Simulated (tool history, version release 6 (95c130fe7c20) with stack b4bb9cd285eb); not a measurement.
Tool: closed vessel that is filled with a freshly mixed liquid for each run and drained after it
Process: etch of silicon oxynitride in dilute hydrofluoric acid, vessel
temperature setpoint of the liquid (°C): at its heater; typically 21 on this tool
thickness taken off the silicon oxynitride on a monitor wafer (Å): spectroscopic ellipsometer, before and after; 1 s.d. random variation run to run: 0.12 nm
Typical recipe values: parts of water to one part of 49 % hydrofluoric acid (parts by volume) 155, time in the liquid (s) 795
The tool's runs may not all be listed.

run,hour,temperature setpoint of the liquid (°C),parts of water to one part of 49 % hydrofluoric acid (parts by volume),time in the liquid (s),"read-back film thickness of the silicon oxynitride reference wafer, read on the same gauge (nm)",thickness taken off the silicon oxynitride on a monitor wafer (Å)
1,0,21,155,955,89.96,149.1
2,53.4,21,155,955,89.97,146.7
# hour 79: thermometer replaced
3,120.3,19.5,180,795,89.96,103.8
4,190.9,21,155,795,90.05,134
5,258,21,155,795,90,134.1
6,355.2,21,155,795,89.99,133.9
7,458.4,21,155,1015,90.02,169.8
8,515.8,22.5,155,795,89.95,143.3
# hour 519.5: gauge calibrated
# hour 550.2: hydrofluoric acid flow meter replaced
9,585.2,21,215,795,89.99,80.5
10,659.8,21,105,980,90,221
11,756.8,21,105,795,89.98,180.1
# hour 804.1: thermometer replaced
12,808.3,21,155,795,89.99,124.4
13,866.5,23.5,130,1255,90.03,261.1
14,966.1,17,100,555,89.99,113.7
15,1039.6,21,155,795,90,123.2

Here are 5 independent what-if runs from the current tool condition. What would each one return?
A,1040.5,21,155,1200,?,?
B,1040.5,23.5,155,945,?,?
C,1040.5,23,155,795,?,?
D,1040.5,23,75,1090,?,?
E,1040.5,21,155,1220,?,?

run,"read-back film thickness of the silicon oxynitride reference wafer, read on the same gauge (nm)",thickness taken off the silicon oxynitride on a monitor wafer (Å)
A,90,185.4
B,90,164.2
C,90,135
D,90,405.8
E,90,188.5
Without the tool's unlogged condition, the same runs would have read:
run,thickness taken off the silicon oxynitride on a monitor wafer (Å)
A,177.3
B,156.9
C,129
D,389.3
E,180.3

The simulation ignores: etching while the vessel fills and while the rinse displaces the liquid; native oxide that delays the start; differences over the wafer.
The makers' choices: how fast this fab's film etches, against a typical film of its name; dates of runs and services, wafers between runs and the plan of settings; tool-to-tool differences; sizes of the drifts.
